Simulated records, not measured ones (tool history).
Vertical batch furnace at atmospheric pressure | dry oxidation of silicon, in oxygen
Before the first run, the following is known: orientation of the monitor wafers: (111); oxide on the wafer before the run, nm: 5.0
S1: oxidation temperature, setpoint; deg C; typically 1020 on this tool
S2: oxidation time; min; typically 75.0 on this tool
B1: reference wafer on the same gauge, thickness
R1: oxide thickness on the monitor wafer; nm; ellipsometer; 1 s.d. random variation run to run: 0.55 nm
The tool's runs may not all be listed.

Run 1, hour 0.0: usual settings but S2 83.5 min; B1 83.38. Result: R1 97.31 nm.
Run 2, hour 32.0: usual settings; B1 83.40. Result: R1 91.49 nm.
Run 3, hour 91.4: usual settings; B1 83.33. Result: R1 91.34 nm.
Run 4, hour 139.7: usual settings; B1 83.47. Result: R1 91.64 nm.
Run 5, hour 194.3: usual settings; B1 83.44. Result: R1 91.74 nm.
Run 6, hour 266.3: usual settings; B1 83.32. Result: R1 90.87 nm.
At hour 271.6: gauge calibrated.
Run 7, hour 297.8: usual settings; B1 83.34. Result: R1 91.09 nm.
Run 8, hour 351.3: usual settings; B1 83.67. Result: R1 90.24 nm.
Run 9, hour 390.1: usual settings; B1 83.59. Result: R1 91.04 nm.
Run 10, hour 453.7: usual settings; B1 83.25. Result: R1 90.11 nm.
Run 11, hour 496.2: usual settings; B1 83.35. Result: R1 89.58 nm.
Run 12, hour 545.8: usual settings but S1 1037 deg C, S2 61.0 min; B1 83.29. Result: R1 89.09 nm.
Run 13, hour 598.8: usual settings but S1 1037 deg C, S2 61.0 min; B1 83.39. Result: R1 88.43 nm.
Run 14, hour 646.8: usual settings; B1 83.36. Result: R1 90.68 nm.
Run 15, hour 690.2: usual settings; B1 83.48. Result: R1 90.63 nm.
At hour 714.9: thermocouples replaced and temperature profile calibrated.
Run 16, hour 731.7: usual settings; B1 83.38. Result: R1 90.87 nm.
Run 17, hour 769.5: usual settings but S1 996 deg C, S2 65.5 min; B1 83.55. Result: R1 70.42 nm.
Run 18, hour 797.7: usual settings; B1 83.42. Result: R1 90.91 nm.
Run 19, hour 868.4: usual settings; B1 83.20. Result: R1 90.40 nm.
Run 20, hour 932.1: usual settings but S2 109.5 min; B1 83.53. Result: R1 115.98 nm.
At hour 995.8: boat lift adjusted.
Run 21, hour 1004.0: usual settings but S1 1000 deg C, S2 44.0 min; B1 83.22. Result: R1 56.61 nm.
Run 22, hour 1071.7: usual settings but S1 1006 deg C, S2 92.0 min; B1 83.21. Result: R1 96.00 nm.
Run 23, hour 1126.9: usual settings but S2 51.0 min; B1 83.41. Result: R1 72.31 nm.
Run 24, hour 1192.9: usual settings but S1 1001 deg C, S2 52.5 min; B1 83.46. Result: R1 64.18 nm.
Run 25, hour 1226.1: usual settings; B1 83.09. Result: R1 92.10 nm.
Run 26, hour 1277.4: usual settings but S1 1000 deg C, S2 93.0 min; B1 83.71. Result: R1 92.91 nm.
Run 27, hour 1305.9: usual settings; B1 83.58. Result: R1 91.82 nm.
Run 28, hour 1338.4: usual settings; B1 83.37. Result: R1 92.32 nm.
Run 29, hour 1362.7: usual settings but S1 1013 deg C, S2 95.5 min; B1 83.44. Result: R1 102.37 nm.
Run 30, hour 1415.8: usual settings; B1 83.47. Result: R1 93.71 nm.
At hour 1458.2: gauge calibrated.
Run 31, hour 1468.4: usual settings; B1 83.49. Result: R1 91.94 nm.
Run 32, hour 1540.3: usual settings but S1 1034 deg C, S2 87.0 min; B1 83.40. Result: R1 111.44 nm.
Run 33, hour 1612.2: usual settings but S2 51.0 min; B1 83.31. Result: R1 71.82 nm.
Run 34, hour 1654.3: usual settings but S1 1041 deg C, S2 49.5 min; B1 83.42. Result: R1 81.69 nm.
Run 35, hour 1701.9: usual settings but S1 1029 deg C, S2 93.0 min; B1 83.55. Result: R1 110.97 nm.
Run 36, hour 1744.7: usual settings but S1 1011 deg C; B1 83.47. Result: R1 86.16 nm.
Run 37, hour 1785.6: usual settings but S1 1012 deg C, S2 92.0 min; B1 83.36. Result: R1 98.61 nm.
Run 38, hour 1812.3: usual settings but S1 1031 deg C, S2 45.5 min; B1 83.44. Result: R1 73.09 nm.
Run 39, hour 1841.1: usual settings but S1 1035 deg C, S2 38.0 min; B1 83.18. Result: R1 65.81 nm.
Run 40, hour 1903.1: usual settings; B1 83.38. Result: R1 92.48 nm.

Forecast each of these 3 alternatives for the next run:
Run A, hour 1908.1: usual settings; B1 ?. Result: R1 ?.
Run B, hour 1908.1: usual settings but S1 997 deg C, S2 94.5 min; B1 ?. Result: R1 ?.
Run C, hour 1908.1: usual settings but S1 1001 deg C, S2 92.0 min; B1 ?. Result: R1 ?.

run     B1     R1
  A  83.52  92.81
  B  83.52  91.26
  C  83.52  92.30
Stripped of hidden state, with their random variation kept, the same runs would have yielded:
run     R1
  A  93.15
  B  91.61
  C  92.66
